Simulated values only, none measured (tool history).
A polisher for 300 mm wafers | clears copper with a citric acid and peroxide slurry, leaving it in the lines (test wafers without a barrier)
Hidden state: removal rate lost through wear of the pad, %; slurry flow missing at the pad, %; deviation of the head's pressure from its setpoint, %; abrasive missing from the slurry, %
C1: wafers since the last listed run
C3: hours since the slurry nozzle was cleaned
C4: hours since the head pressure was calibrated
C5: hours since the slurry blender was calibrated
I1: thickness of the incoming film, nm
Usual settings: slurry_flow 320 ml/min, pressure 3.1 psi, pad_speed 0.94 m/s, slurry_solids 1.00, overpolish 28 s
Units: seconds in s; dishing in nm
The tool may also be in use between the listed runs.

{"run": 1, "hour": 0.0, "slurry_flow": 320, "pressure": 3.1, "pad_speed": 0.94, "slurry_solids": 1.0, "overpolish": 28, "C1": 0, "wafers polished on this pad": 676, "C3": 198.0, "C4": 509.0, "C5": 293.6, "I1": 171.2, "seconds": 75.4, "dishing": 40.1}
{"run": 2, "hour": 8.6, "slurry_flow": 320, "pressure": 3.1, "pad_speed": 0.94, "slurry_solids": 1.0, "overpolish": 28, "C1": 100, "wafers polished on this pad": 777, "C3": 206.6, "C4": 517.6, "C5": 302.2, "I1": 168.8, "seconds": 77.1, "dishing": 40.3}
{"run": 3, "hour": 16.3, "slurry_flow": 320, "pressure": 3.1, "pad_speed": 0.94, "slurry_solids": 1.0, "overpolish": 28, "C1": 90, "wafers polished on this pad": 867, "C3": 214.3, "C4": 525.3, "C5": 309.9, "I1": 168.2, "seconds": 73.7, "dishing": 39.9}
{"run": 4, "hour": 29.7, "slurry_flow": 320, "pressure": 2.5, "pad_speed": 0.94, "slurry_solids": 1.0, "overpolish": 28, "C1": 156, "wafers polished on this pad": 1024, "C3": 227.7, "C4": 538.7, "C5": 323.3, "I1": 168.5, "seconds": 94.7, "dishing": 34.3}
{"hour": 43.8, "done": "slurry nozzle cleaned"}
{"run": 5, "hour": 48.0, "slurry_flow": 320, "pressure": 2.5, "pad_speed": 0.94, "slurry_solids": 1.0, "overpolish": 28, "C1": 202, "wafers polished on this pad": 1226, "C3": 4.2, "C4": 557.0, "C5": 341.6, "I1": 169.6, "seconds": 93.0, "dishing": 34.2}
{"hour": 72.6, "done": "worn pad replaced by a new one"}
{"run": 6, "hour": 73.3, "slurry_flow": 320, "pressure": 2.5, "pad_speed": 0.94, "slurry_solids": 1.0, "overpolish": 28, "C1": 249, "wafers polished on this pad": 8, "C3": 29.5, "C4": 582.3, "C5": 366.9, "I1": 169.8, "seconds": 91.4, "dishing": 32.2}
{"run": 7, "hour": 90.0, "slurry_flow": 320, "pressure": 3.1, "pad_speed": 0.94, "slurry_solids": 1.0, "overpolish": 28, "C1": 195, "wafers polished on this pad": 203, "C3": 46.2, "C4": 599.0, "C5": 383.6, "I1": 170.0, "seconds": 74.6, "dishing": 42.4}
{"run": 8, "hour": 99.6, "slurry_flow": 320, "pressure": 3.1, "pad_speed": 0.94, "slurry_solids": 1.0, "overpolish": 28, "C1": 112, "wafers polished on this pad": 315, "C3": 55.8, "C4": 608.6, "C5": 393.2, "I1": 171.5, "seconds": 74.5, "dishing": 42.8}
{"run": 9, "hour": 106.4, "slurry_flow": 250, "pressure": 3.8, "pad_speed": 0.94, "slurry_solids": 0.85, "overpolish": 28, "C1": 79, "wafers polished on this pad": 395, "C3": 62.6, "C4": 615.4, "C5": 400.0, "I1": 172.6, "seconds": 67.5, "dishing": 44.2}
{"run": 10, "hour": 124.2, "slurry_flow": 320, "pressure": 3.1, "pad_speed": 0.84, "slurry_solids": 0.75, "overpolish": 28, "C1": 208, "wafers polished on this pad": 603, "C3": 80.4, "C4": 633.2, "C5": 417.8, "I1": 170.6, "seconds": 95.1, "dishing": 32.6}
{"run": 11, "hour": 138.3, "slurry_flow": 235, "pressure": 3.1, "pad_speed": 0.94, "slurry_solids": 1.15, "overpolish": 28, "C1": 164, "wafers polished on this pad": 768, "C3": 94.5, "C4": 647.3, "C5": 431.9, "I1": 168.7, "seconds": 72.9, "dishing": 40.6}
{"run": 12, "hour": 154.7, "slurry_flow": 320, "pressure": 3.1, "pad_speed": 0.94, "slurry_solids": 1.0, "overpolish": 28, "C1": 191, "wafers polished on this pad": 960, "C3": 110.9, "C4": 663.7, "C5": 448.3, "I1": 171.2, "seconds": 75.5, "dishing": 39.1}
{"run": 13, "hour": 174.3, "slurry_flow": 320, "pressure": 3.1, "pad_speed": 0.94, "slurry_solids": 1.0, "overpolish": 21, "C1": 229, "wafers polished on this pad": 1190, "C3": 130.5, "C4": 683.3, "C5": 467.9, "I1": 171.0, "seconds": 74.8, "dishing": 32.5}
{"hour": 187.1, "done": "slurry blender recalibrated"}
{"run": 14, "hour": 191.0, "slurry_flow": 425, "pressure": 3.1, "pad_speed": 1.16, "slurry_solids": 1.2, "overpolish": 41, "C1": 171, "wafers polished on this pad": 1362, "C3": 147.2, "C4": 700.0, "C5": 3.9, "I1": 171.3, "seconds": 57.7, "dishing": 65.6}
{"run": 15, "hour": 198.3, "slurry_flow": 410, "pressure": 3.1, "pad_speed": 0.94, "slurry_solids": 1.0, "overpolish": 28, "C1": 85, "wafers polished on this pad": 1447, "C3": 154.5, "C4": 707.3, "C5": 11.2, "I1": 168.0, "seconds": 73.1, "dishing": 40.9}
{"hour": 203.2, "done": "worn pad replaced by a new one"}
{"run": 16, "hour": 215.0, "slurry_flow": 220, "pressure": 3.6, "pad_speed": 0.94, "slurry_solids": 1.0, "overpolish": 28, "C1": 148, "wafers polished on this pad": 138, "C3": 171.2, "C4": 724.0, "C5": 27.9, "I1": 168.1, "seconds": 69.4, "dishing": 44.4}
{"hour": 223.1, "done": "head pressure recalibrated"}
{"run": 17, "hour": 225.2, "slurry_flow": 270, "pressure": 3.1, "pad_speed": 0.94, "slurry_solids": 1.0, "overpolish": 28, "C1": 95, "wafers polished on this pad": 234, "C3": 181.4, "C4": 2.1, "C5": 38.1, "I1": 167.8, "seconds": 76.5, "dishing": 40.4}
{"run": 18, "hour": 239.1, "slurry_flow": 320, "pressure": 3.1, "pad_speed": 0.94, "slurry_solids": 1.0, "overpolish": 28, "C1": 162, "wafers polished on this pad": 397, "C3": 195.3, "C4": 16.0, "C5": 52.0, "I1": 170.4, "seconds": 77.6, "dishing": 40.0}
{"run": 19, "hour": 249.3, "slurry_flow": 320, "pressure": 2.1, "pad_speed": 1.24, "slurry_solids": 1.15, "overpolish": 20, "C1": 119, "wafers polished on this pad": 516, "C3": 205.5, "C4": 26.2, "C5": 62.2, "I1": 170.2, "seconds": 80.3, "dishing": 29.2}
{"run": 20, "hour": 256.9, "slurry_flow": 320, "pressure": 3.1, "pad_speed": 0.94, "slurry_solids": 1.0, "overpolish": 18, "C1": 88, "wafers polished on this pad": 605, "C3": 213.1, "C4": 33.8, "C5": 69.8, "I1": 166.7, "seconds": 74.6, "dishing": 27.1}
{"run": 21, "hour": 265.1, "slurry_flow": 320, "pressure": 3.1, "pad_speed": 0.72, "slurry_solids": 1.0, "overpolish": 43, "C1": 95, "wafers polished on this pad": 701, "C3": 221.3, "C4": 42.0, "C5": 78.0, "I1": 171.1, "seconds": 102.0, "dishing": 45.2}
{"run": 22, "hour": 277.2, "slurry_flow": 320, "pressure": 3.8, "pad_speed": 0.68, "slurry_solids": 1.0, "overpolish": 18, "C1": 141, "wafers polished on this pad": 843, "C3": 233.4, "C4": 54.1, "C5": 90.1, "I1": 170.0, "seconds": 88.6, "dishing": 25.0}
{"hour": 284.4, "done": "slurry nozzle cleaned"}
{"run": 23, "hour": 284.9, "slurry_flow": 405, "pressure": 2.1, "pad_speed": 0.94, "slurry_solids": 1.25, "overpolish": 45, "C1": 78, "wafers polished on this pad": 921, "C3": 0.5, "C4": 61.8, "C5": 97.8, "I1": 172.7, "seconds": 99.5, "dishing": 46.6}
{"run": 24, "hour": 293.3, "slurry_flow": 320, "pressure": 3.9, "pad_speed": 0.94, "slurry_solids": 0.75, "overpolish": 28, "C1": 98, "wafers polished on this pad": 1019, "C3": 8.9, "C4": 70.2, "C5": 106.2, "I1": 172.9, "seconds": 67.4, "dishing": 44.1}
{"hour": 302.2, "done": "worn pad replaced by a new one"}
{"run": 25, "hour": 309.7, "slurry_flow": 320, "pressure": 3.1, "pad_speed": 0.94, "slurry_solids": 1.0, "overpolish": 28, "C1": 145, "wafers polished on this pad": 87, "C3": 25.3, "C4": 86.6, "C5": 122.6, "I1": 172.7, "seconds": 75.2, "dishing": 40.2}
{"run": 26, "hour": 327.7, "slurry_flow": 320, "pressure": 3.1, "pad_speed": 0.94, "slurry_solids": 1.0, "overpolish": 28, "C1": 210, "wafers polished on this pad": 298, "C3": 43.3, "C4": 104.6, "C5": 140.6, "I1": 167.8, "seconds": 72.6, "dishing": 43.4}
{"run": 27, "hour": 334.5, "slurry_flow": 415, "pressure": 3.1, "pad_speed": 0.94, "slurry_solids": 1.0, "overpolish": 11, "C1": 79, "wafers polished on this pad": 377, "C3": 50.1, "C4": 111.4, "C5": 147.4, "I1": 171.4, "seconds": 72.8, "dishing": 19.2}
{"run": 28, "hour": 347.8, "slurry_flow": 320, "pressure": 3.1, "pad_speed": 0.94, "slurry_solids": 1.0, "overpolish": 28, "C1": 155, "wafers polished on this pad": 533, "C3": 63.4, "C4": 124.7, "C5": 160.7, "I1": 170.8, "seconds": 76.0, "dishing": 40.2}
{"run": 29, "hour": 379.0, "slurry_flow": 320, "pressure": 2.1, "pad_speed": 0.94, "slurry_solids": 1.2, "overpolish": 45, "C1": 365, "wafers polished on this pad": 898, "C3": 94.6, "C4": 155.9, "C5": 191.9, "I1": 168.3, "seconds": 100.5, "dishing": 46.6}

Forecast each of these 4 alternatives for the next run:
{"run": "A", "hour": 379.4, "slurry_flow": 320, "pressure": 3.1, "pad_speed": 0.94, "slurry_solids": 1.0, "overpolish": 28, "C1": 4, "wafers polished on this pad": 903, "C3": 95.0, "C4": 156.3, "C5": 192.3, "I1": 169.5, "seconds": "?", "dishing": "?"}
{"run": "B", "hour": 379.4, "slurry_flow": 395, "pressure": 3.1, "pad_speed": 0.7, "slurry_solids": 1.0, "overpolish": 28, "C1": 4, "wafers polished on this pad": 903, "C3": 95.0, "C4": 156.3, "C5": 192.3, "I1": 169.5, "seconds": "?", "dishing": "?"}
{"run": "C", "hour": 379.4, "slurry_flow": 240, "pressure": 3.1, "pad_speed": 0.94, "slurry_solids": 0.85, "overpolish": 28, "C1": 4, "wafers polished on this pad": 903, "C3": 95.0, "C4": 156.3, "C5": 192.3, "I1": 169.5, "seconds": "?", "dishing": "?"}
{"run": "D", "hour": 379.4, "slurry_flow": 320, "pressure": 3.1, "pad_speed": 0.94, "slurry_solids": 1.0, "overpolish": 20, "C1": 4, "wafers polished on this pad": 903, "C3": 95.0, "C4": 156.3, "C5": 192.3, "I1": 169.5, "seconds": "?", "dishing": "?"}

run=A seconds=74.3 dishing=41.9
run=B seconds=97.3 dishing=33.5
run=C seconds=81.2 dishing=38.9
run=D seconds=74.3 dishing=31.7
Without the tool's hidden state the same runs would have given:
run=A seconds=73.8 dishing=42.1
run=B seconds=96.8 dishing=33.7
run=C seconds=80.6 dishing=39.2
run=D seconds=73.8 dishing=31.8
